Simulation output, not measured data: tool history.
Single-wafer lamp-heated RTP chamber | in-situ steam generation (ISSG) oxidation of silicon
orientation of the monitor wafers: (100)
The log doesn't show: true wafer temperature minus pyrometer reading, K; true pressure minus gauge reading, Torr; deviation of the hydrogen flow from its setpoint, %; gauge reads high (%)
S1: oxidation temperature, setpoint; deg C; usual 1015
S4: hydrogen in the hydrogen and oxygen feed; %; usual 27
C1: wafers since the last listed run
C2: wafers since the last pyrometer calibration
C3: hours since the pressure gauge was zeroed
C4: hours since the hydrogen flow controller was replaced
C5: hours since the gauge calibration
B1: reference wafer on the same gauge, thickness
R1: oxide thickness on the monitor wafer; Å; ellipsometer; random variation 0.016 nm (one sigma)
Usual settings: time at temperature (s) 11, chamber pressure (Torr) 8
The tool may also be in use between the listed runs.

Run 1, hour 0: usual settings; C1 0; C2 3973; C3 1510.4; C4 5610.8; C5 400.7; B1 4.841. Result: R1 48.09 Å.
Run 2, hour 76.2: usual settings; C1 1365; C2 5338; C3 1586.6; C4 5687; C5 476.9; B1 4.841. Result: R1 48.51 Å.
Run 3, hour 127: usual settings; C1 910; C2 6248; C3 1637.4; C4 5737.8; C5 527.7; B1 4.838. Result: R1 48.55 Å.
At hour 261.8: pyrometer window cleaned and pyrometer calibrated.
Run 4, hour 286.9: usual settings; C1 2721; C2 449; C3 1797.3; C4 5897.7; C5 687.6; B1 4.839. Result: R1 47.71 Å.
Run 5, hour 323.3: usual settings; C1 652; C2 1101; C3 1833.7; C4 5934.1; C5 724; B1 4.84. Result: R1 47.89 Å.
Run 6, hour 362.4: usual settings; C1 700; C2 1801; C3 1872.8; C4 5973.2; C5 763.1; B1 4.841. Result: R1 47.96 Å.
Run 7, hour 425.6: usual settings; C1 1132; C2 2934; C3 1936; C4 6036.4; C5 826.3; B1 4.842. Result: R1 48.39 Å.
Run 8, hour 495.9: usual settings; C1 1259; C2 4193; C3 2006.3; C4 6106.7; C5 896.6; B1 4.839. Result: R1 48.16 Å.
Run 9, hour 574.6: usual settings; C1 1409; C2 5603; C3 2085; C4 6185.4; C5 975.3; B1 4.842. Result: R1 48.63 Å.
Run 10, hour 638: usual settings but S4 23 %; C1 1135; C2 6739; C3 2148.4; C4 6248.8; C5 1038.7; B1 4.839. Result: R1 46.69 Å.
At hour 664.2: pyrometer window cleaned and pyrometer calibrated.
Run 11, hour 703: usual settings but S4 23 %; C1 1021; C2 694; C3 2213.4; C4 6313.8; C5 1103.7; B1 4.842. Result: R1 45.91 Å.
Run 12, hour 791.5: usual settings but S1 999 deg C, time at temperature (s) 9; C1 1585; C2 2280; C3 2301.9; C4 6402.3; C5 1192.2; B1 4.841. Result: R1 41.76 Å.
Run 13, hour 832: usual settings but S1 999 deg C, time at temperature (s) 9; C1 725; C2 3005; C3 2342.4; C4 6442.8; C5 1232.7; B1 4.837. Result: R1 42.17 Å.
Run 14, hour 887.7: usual settings; C1 997; C2 4003; C3 2398.1; C4 6498.5; C5 1288.4; B1 4.842. Result: R1 48.33 Å.
Run 15, hour 970.4: usual settings but time at temperature (s) 8; C1 1481; C2 5485; C3 2480.8; C4 6581.2; C5 1371.1; B1 4.84. Result: R1 42.48 Å.
Run 16, hour 1048.7: usual settings but S1 1026 deg C, time at temperature (s) 13, S4 18 %; C1 1402; C2 6887; C3 2559.1; C4 6659.5; C5 1449.4; B1 4.839. Result: R1 49.75 Å.
At hour 1078.2: pyrometer window cleaned and pyrometer calibrated.
Run 17, hour 1112.3: usual settings; C1 996; C2 610; C3 2622.7; C4 6723.1; C5 1513; B1 4.838. Result: R1 48.16 Å.
At hour 1178.7: pressure gauge zeroed.
Run 18, hour 1216.3: usual settings; C1 1719; C2 2330; C3 37.6; C4 6827.1; C5 1617; B1 4.842. Result: R1 48.03 Å.
Run 19, hour 1272.1: usual settings but time at temperature (s) 15, chamber pressure (Torr) 8.9; C1 999; C2 3330; C3 93.4; C4 6882.9; C5 1672.8; B1 4.84. Result: R1 55.11 Å.
Run 20, hour 1315.9: usual settings but chamber pressure (Torr) 6.9, S4 31 %; C1 784; C2 4115; C3 137.2; C4 6926.7; C5 1716.6; B1 4.84. Result: R1 50.41 Å.
Run 21, hour 1383.7: usual settings but S1 1000 deg C; C1 1214; C2 5329; C3 205; C4 6994.5; C5 1784.4; B1 4.838. Result: R1 46.11 Å.
Run 22, hour 1432.5: usual settings but S1 1035 deg C, chamber pressure (Torr) 7.2, S4 32 %; C1 874; C2 6204; C3 253.8; C4 7043.3; C5 1833.2; B1 4.842. Result: R1 56.18 Å.
At hour 1477.5: hydrogen flow controller replaced.
At hour 1479.7: gauge calibrated.
At hour 1543.6: pyrometer window cleaned and pyrometer calibrated.
Run 23, hour 1544.1: usual settings but S1 1030 deg C, S4 32 %; C1 1712; C2 8; C3 365.4; C4 66.6; C5 64.4; B1 4.844. Result: R1 53.79 Å.
Run 24, hour 1634.5: usual settings but time at temperature (s) 9, S4 21 %; C1 1619; C2 1628; C3 455.8; C4 157; C5 154.8; B1 4.84. Result: R1 41.15 Å.
Run 25, hour 1729.5: usual settings; C1 1701; C2 3330; C3 550.8; C4 252; C5 249.8; B1 4.841. Result: R1 48.26 Å.
Run 26, hour 1835.5: usual settings but chamber pressure (Torr) 9.5; C1 1899; C2 5229; C3 656.8; C4 358; C5 355.8; B1 4.839. Result: R1 47.52 Å.
At hour 1916.1: pyrometer window cleaned and pyrometer calibrated.
Run 27, hour 1939.3: usual settings but S1 1001 deg C, chamber pressure (Torr) 9.5; C1 1716; C2 415; C3 760.6; C4 461.8; C5 459.6; B1 4.839. Result: R1 44.59 Å.
Run 28, hour 2044.7: usual settings but time at temperature (s) 14, S4 23 %; C1 1888; C2 2303; C3 866; C4 567.2; C5 565; B1 4.84. Result: R1 51.09 Å.
Run 29, hour 2116.5: usual settings but S1 996 deg C, chamber pressure (Torr) 8.8; C1 1286; C2 3590; C3 937.8; C4 639; C5 636.8; B1 4.839. Result: R1 44.65 Å.

Forecast each of these 3 alternatives for the next run:
Run A, hour 2116.9: usual settings but S4 32 %; C1 7; C2 3597; C3 938.2; C4 639.4; C5 637.2; B1 ?. Result: R1 ?.
Run B, hour 2116.9: usual settings but time at temperature (s) 15, chamber pressure (Torr) 6.9; C1 7; C2 3597; C3 938.2; C4 639.4; C5 637.2; B1 ?. Result: R1 ?.
Run C, hour 2116.9: usual settings but S1 1025 deg C, S4 22 %; C1 7; C2 3597; C3 938.2; C4 639.4; C5 637.2; B1 ?. Result: R1 ?.

run     B1     R1
  A  4.837   50.6
  B  4.837  55.28
  C  4.837  47.43
Without the tool's hidden state the same runs would have given:
run     R1
  A  50.29
  B  54.91
  C  47.12

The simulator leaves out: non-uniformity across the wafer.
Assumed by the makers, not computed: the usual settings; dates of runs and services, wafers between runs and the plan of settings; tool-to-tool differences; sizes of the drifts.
